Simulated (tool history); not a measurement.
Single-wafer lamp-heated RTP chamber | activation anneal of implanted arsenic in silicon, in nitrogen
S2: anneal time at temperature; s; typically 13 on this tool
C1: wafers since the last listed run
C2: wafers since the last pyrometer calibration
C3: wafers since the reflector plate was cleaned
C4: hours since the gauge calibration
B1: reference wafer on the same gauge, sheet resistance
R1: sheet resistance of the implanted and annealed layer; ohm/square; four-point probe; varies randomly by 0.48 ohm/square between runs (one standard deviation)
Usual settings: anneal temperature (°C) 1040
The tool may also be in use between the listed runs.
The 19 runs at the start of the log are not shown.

Run 20, hour 1030: usual settings but anneal temperature (°C) 1051, S2 8 s; C1 662; C2 3637; C3 4027; C4 369.4; B1 131. Result: R1 130.17 ohm/square.
Run 21, hour 1081.1: usual settings but anneal temperature (°C) 1067, S2 8 s; C1 525; C2 4163; C3 4552; C4 420.5; B1 130.92. Result: R1 123.88 ohm/square.
Run 22, hour 1139.3: usual settings but S2 16 s; C1 597; C2 4761; C3 5150; C4 478.7; B1 131.03. Result: R1 122.26 ohm/square.
At hour 1203: pyrometer window cleaned and pyrometer calibrated.
Run 23, hour 1341.7: usual settings but anneal temperature (°C) 1024; C1 1997; C2 1425; C3 7148; C4 681.1; B1 130.82. Result: R1 133.55 ohm/square.
Run 24, hour 1400.3: usual settings but anneal temperature (°C) 1056, S2 15 s; C1 602; C2 2027; C3 7750; C4 739.7; B1 130.83. Result: R1 119.51 ohm/square.
Run 25, hour 1472.3: usual settings; C1 739; C2 2766; C3 8490; C4 811.7; B1 130.85. Result: R1 125.62 ohm/square.
Run 26, hour 1502.6: usual settings but anneal temperature (°C) 1013; C1 311; C2 3078; C3 8801; C4 842; B1 130.86. Result: R1 135.79 ohm/square.
Run 27, hour 1546.2: usual settings but S2 8 s; C1 447; C2 3526; C3 9249; C4 885.6; B1 131. Result: R1 133.2 ohm/square.
Run 28, hour 1601.6: usual settings; C1 569; C2 4095; C3 9818; C4 941; B1 130.97. Result: R1 125.5 ohm/square.
At hour 1637.3: reflector plate cleaned.
At hour 1667.8: pyrometer window cleaned and pyrometer calibrated.
Run 29, hour 1671.8: usual settings but anneal temperature (°C) 1062, S2 9 s; C1 556; C2 41; C3 271; C4 1011.2; B1 130.98. Result: R1 128.66 ohm/square.
Run 30, hour 1708.1: usual settings; C1 372; C2 414; C3 644; C4 1047.5; B1 130.99. Result: R1 129.37 ohm/square.
Run 31, hour 1767.7: usual settings; C1 612; C2 1026; C3 1257; C4 1107.1; B1 130.99. Result: R1 128.63 ohm/square.
Run 32, hour 1816.5: usual settings but anneal temperature (°C) 1067; C1 501; C2 1528; C3 1758; C4 1155.9; B1 130.95. Result: R1 120.48 ohm/square.
Run 33, hour 1848.1: usual settings but anneal temperature (°C) 1058, S2 7 s; C1 324; C2 1852; C3 2083; C4 1187.5; B1 130.9. Result: R1 130.51 ohm/square.
Run 34, hour 1875.6: usual settings; C1 282; C2 2135; C3 2365; C4 1215; B1 130.85. Result: R1 127.78 ohm/square.
Run 35, hour 1942.3: usual settings; C1 685; C2 2820; C3 3051; C4 1281.7; B1 131.02. Result: R1 126.83 ohm/square.

Branching from run 35: 5 alternative next runs. What would each branch give?
Run A, hour 1942.7: usual settings; C1 4; C2 2824; C3 3055; C4 1282.1; B1 ?. Result: R1 ?.
Run B, hour 1942.7: usual settings but anneal temperature (°C) 1048, S2 9 s; C1 4; C2 2824; C3 3055; C4 1282.1; B1 ?. Result: R1 ?.
Run C, hour 1942.7: usual settings but anneal temperature (°C) 1055; C1 4; C2 2824; C3 3055; C4 1282.1; B1 ?. Result: R1 ?.
Run D, hour 1942.7: usual settings but anneal temperature (°C) 1049, S2 7 s; C1 4; C2 2824; C3 3055; C4 1282.1; B1 ?. Result: R1 ?.
Run E, hour 1942.7: usual settings but anneal temperature (°C) 1031, S2 8 s; C1 4; C2 2824; C3 3055; C4 1282.1; B1 ?. Result: R1 ?.

run      B1      R1
  A  130.88  126.44
  B  130.88  129.24
  C  130.88  121.56
  D  130.88  132.87
  E  130.88  137.87
With no hidden state in the tool, these same runs would have given:
run      R1
  A  130.86
  B  133.56
  C  125.19
  D  137.31
  E  143.08
